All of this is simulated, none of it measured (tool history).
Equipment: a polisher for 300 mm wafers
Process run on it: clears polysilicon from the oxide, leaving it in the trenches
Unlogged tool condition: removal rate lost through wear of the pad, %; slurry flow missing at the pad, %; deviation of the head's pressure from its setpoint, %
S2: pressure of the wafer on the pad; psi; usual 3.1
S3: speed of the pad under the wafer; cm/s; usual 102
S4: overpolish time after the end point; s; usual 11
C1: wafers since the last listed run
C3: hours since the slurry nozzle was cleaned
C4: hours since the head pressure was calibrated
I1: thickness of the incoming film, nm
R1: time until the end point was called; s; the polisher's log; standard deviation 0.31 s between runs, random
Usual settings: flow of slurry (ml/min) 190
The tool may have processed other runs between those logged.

{"run": 1, "hour": 0.0, "flow of slurry (ml/min)": 190, "S2": 3.1, "S3": 102, "S4": 11, "C1": 0, "wafers polished on this pad": 198, "C3": 268.2, "C4": 1094.7, "I1": 619.9, "R1": 34.2}
{"run": 2, "hour": 16.0, "flow of slurry (ml/min)": 190, "S2": 3.1, "S3": 102, "S4": 11, "C1": 108, "wafers polished on this pad": 306, "C3": 284.2, "C4": 1110.7, "I1": 604.1, "R1": 33.6}
{"run": 3, "hour": 33.1, "flow of slurry (ml/min)": 190, "S2": 3.1, "S3": 102, "S4": 11, "C1": 115, "wafers polished on this pad": 422, "C3": 301.3, "C4": 1127.8, "I1": 615.5, "R1": 33.7}
{"run": 4, "hour": 45.6, "flow of slurry (ml/min)": 190, "S2": 3.1, "S3": 102, "S4": 11, "C1": 84, "wafers polished on this pad": 507, "C3": 313.8, "C4": 1140.3, "I1": 609.0, "R1": 33.3}
{"run": 5, "hour": 56.7, "flow of slurry (ml/min)": 190, "S2": 3.1, "S3": 102, "S4": 11, "C1": 75, "wafers polished on this pad": 582, "C3": 324.9, "C4": 1151.4, "I1": 607.5, "R1": 33.4}
{"hour": 62.1, "done": "worn pad replaced by a new one"}
{"run": 6, "hour": 66.3, "flow of slurry (ml/min)": 190, "S2": 3.1, "S3": 102, "S4": 11, "C1": 37, "wafers polished on this pad": 28, "C3": 334.5, "C4": 1161.0, "I1": 612.8, "R1": 33.7}
{"run": 7, "hour": 78.4, "flow of slurry (ml/min)": 190, "S2": 3.1, "S3": 102, "S4": 11, "C1": 81, "wafers polished on this pad": 110, "C3": 346.6, "C4": 1173.1, "I1": 611.1, "R1": 34.0}
{"run": 8, "hour": 88.6, "flow of slurry (ml/min)": 190, "S2": 3.1, "S3": 102, "S4": 11, "C1": 69, "wafers polished on this pad": 179, "C3": 356.8, "C4": 1183.3, "I1": 608.9, "R1": 34.3}
{"run": 9, "hour": 103.8, "flow of slurry (ml/min)": 190, "S2": 3.1, "S3": 102, "S4": 11, "C1": 102, "wafers polished on this pad": 282, "C3": 372.0, "C4": 1198.5, "I1": 622.5, "R1": 34.0}
{"run": 10, "hour": 119.1, "flow of slurry (ml/min)": 190, "S2": 3.1, "S3": 102, "S4": 15, "C1": 103, "wafers polished on this pad": 386, "C3": 387.3, "C4": 1213.8, "I1": 604.2, "R1": 33.2}
{"run": 11, "hour": 133.4, "flow of slurry (ml/min)": 170, "S2": 3.1, "S3": 102, "S4": 11, "C1": 96, "wafers polished on this pad": 482, "C3": 401.6, "C4": 1228.1, "I1": 606.1, "R1": 34.2}
{"hour": 142.9, "done": "worn pad replaced by a new one"}
{"run": 12, "hour": 151.0, "flow of slurry (ml/min)": 170, "S2": 3.1, "S3": 102, "S4": 11, "C1": 92, "wafers polished on this pad": 54, "C3": 419.2, "C4": 1245.7, "I1": 612.8, "R1": 34.7}
{"run": 13, "hour": 168.6, "flow of slurry (ml/min)": 190, "S2": 3.1, "S3": 102, "S4": 11, "C1": 119, "wafers polished on this pad": 173, "C3": 436.8, "C4": 1263.3, "I1": 617.6, "R1": 34.4}
{"run": 14, "hour": 183.1, "flow of slurry (ml/min)": 190, "S2": 3.1, "S3": 102, "S4": 11, "C1": 98, "wafers polished on this pad": 272, "C3": 451.3, "C4": 1277.8, "I1": 603.9, "R1": 33.0}
{"run": 15, "hour": 199.6, "flow of slurry (ml/min)": 190, "S2": 3.1, "S3": 102, "S4": 11, "C1": 111, "wafers polished on this pad": 383, "C3": 467.8, "C4": 1294.3, "I1": 612.6, "R1": 34.0}
{"run": 16, "hour": 208.0, "flow of slurry (ml/min)": 190, "S2": 2.5, "S3": 102, "S4": 11, "C1": 56, "wafers polished on this pad": 440, "C3": 476.2, "C4": 1302.7, "I1": 600.4, "R1": 41.1}
{"hour": 210.0, "done": "slurry nozzle cleaned"}
{"run": 17, "hour": 221.9, "flow of slurry (ml/min)": 190, "S2": 2.0, "S3": 92, "S4": 11, "C1": 87, "wafers polished on this pad": 528, "C3": 11.9, "C4": 1316.6, "I1": 602.5, "R1": 57.3}
{"hour": 230.0, "done": "worn pad replaced by a new one"}
{"run": 18, "hour": 230.5, "flow of slurry (ml/min)": 190, "S2": 3.1, "S3": 102, "S4": 11, "C1": 31, "wafers polished on this pad": 3, "C3": 20.5, "C4": 1325.2, "I1": 605.3, "R1": 33.5}
{"run": 19, "hour": 241.7, "flow of slurry (ml/min)": 160, "S2": 3.1, "S3": 122, "S4": 11, "C1": 75, "wafers polished on this pad": 79, "C3": 31.7, "C4": 1336.4, "I1": 609.4, "R1": 28.7}
{"hour": 251.1, "done": "head pressure recalibrated"}
{"run": 20, "hour": 258.4, "flow of slurry (ml/min)": 215, "S2": 3.7, "S3": 84, "S4": 17, "C1": 99, "wafers polished on this pad": 178, "C3": 48.4, "C4": 7.3, "I1": 620.0, "R1": 33.9}
{"run": 21, "hour": 266.8, "flow of slurry (ml/min)": 190, "S2": 3.1, "S3": 102, "S4": 11, "C1": 56, "wafers polished on this pad": 235, "C3": 56.8, "C4": 15.7, "I1": 611.1, "R1": 33.5}
{"run": 22, "hour": 275.4, "flow of slurry (ml/min)": 240, "S2": 3.6, "S3": 112, "S4": 5, "C1": 58, "wafers polished on this pad": 293, "C3": 65.4, "C4": 24.3, "I1": 617.2, "R1": 26.1}
{"run": 23, "hour": 284.7, "flow of slurry (ml/min)": 190, "S2": 3.1, "S3": 102, "S4": 11, "C1": 62, "wafers polished on this pad": 356, "C3": 74.7, "C4": 33.6, "I1": 615.6, "R1": 34.3}
{"run": 24, "hour": 294.3, "flow of slurry (ml/min)": 125, "S2": 3.5, "S3": 86, "S4": 7, "C1": 65, "wafers polished on this pad": 421, "C3": 84.3, "C4": 43.2, "I1": 606.0, "R1": 37.1}
{"run": 25, "hour": 310.8, "flow of slurry (ml/min)": 190, "S2": 3.1, "S3": 102, "S4": 11, "C1": 111, "wafers polished on this pad": 533, "C3": 100.8, "C4": 59.7, "I1": 612.5, "R1": 32.9}
{"run": 26, "hour": 324.6, "flow of slurry (ml/min)": 225, "S2": 3.1, "S3": 138, "S4": 11, "C1": 93, "wafers polished on this pad": 627, "C3": 114.6, "C4": 73.5, "I1": 608.4, "R1": 24.5}
{"hour": 334.1, "done": "worn pad replaced by a new one"}
{"run": 27, "hour": 334.6, "flow of slurry (ml/min)": 190, "S2": 2.2, "S3": 102, "S4": 11, "C1": 40, "wafers polished on this pad": 3, "C3": 124.6, "C4": 83.5, "I1": 605.0, "R1": 47.8}
{"run": 28, "hour": 345.0, "flow of slurry (ml/min)": 230, "S2": 3.1, "S3": 102, "S4": 11, "C1": 70, "wafers polished on this pad": 73, "C3": 135.0, "C4": 93.9, "I1": 610.0, "R1": 32.8}
{"run": 29, "hour": 359.9, "flow of slurry (ml/min)": 220, "S2": 3.1, "S3": 102, "S4": 11, "C1": 100, "wafers polished on this pad": 174, "C3": 149.9, "C4": 108.8, "I1": 624.2, "R1": 34.0}
{"run": 30, "hour": 377.6, "flow of slurry (ml/min)": 225, "S2": 3.1, "S3": 134, "S4": 15, "C1": 119, "wafers polished on this pad": 294, "C3": 167.6, "C4": 126.5, "I1": 601.2, "R1": 24.6}
{"run": 31, "hour": 395.0, "flow of slurry (ml/min)": 190, "S2": 3.1, "S3": 102, "S4": 11, "C1": 117, "wafers polished on this pad": 412, "C3": 185.0, "C4": 143.9, "I1": 612.9, "R1": 33.4}
{"run": 32, "hour": 411.0, "flow of slurry (ml/min)": 190, "S2": 3.1, "S3": 102, "S4": 11, "C1": 108, "wafers polished on this pad": 520, "C3": 201.0, "C4": 159.9, "I1": 604.8, "R1": 33.2}
{"hour": 426.6, "done": "worn pad replaced by a new one"}
{"run": 33, "hour": 427.0, "flow of slurry (ml/min)": 190, "S2": 3.1, "S3": 70, "S4": 6, "C1": 81, "wafers polished on this pad": 2, "C3": 217.0, "C4": 175.9, "I1": 616.8, "R1": 49.6}
{"run": 34, "hour": 439.3, "flow of slurry (ml/min)": 190, "S2": 3.1, "S3": 102, "S4": 11, "C1": 83, "wafers polished on this pad": 85, "C3": 229.3, "C4": 188.2, "I1": 613.9, "R1": 33.5}

What the log doesn't show, run by run:
removal rate lost through wear of the pad, %: 0, the same for each run
slurry flow missing at the pad, %: 0, the same for each run
deviation of the head's pressure from its setpoint, %: 0, the same for each run

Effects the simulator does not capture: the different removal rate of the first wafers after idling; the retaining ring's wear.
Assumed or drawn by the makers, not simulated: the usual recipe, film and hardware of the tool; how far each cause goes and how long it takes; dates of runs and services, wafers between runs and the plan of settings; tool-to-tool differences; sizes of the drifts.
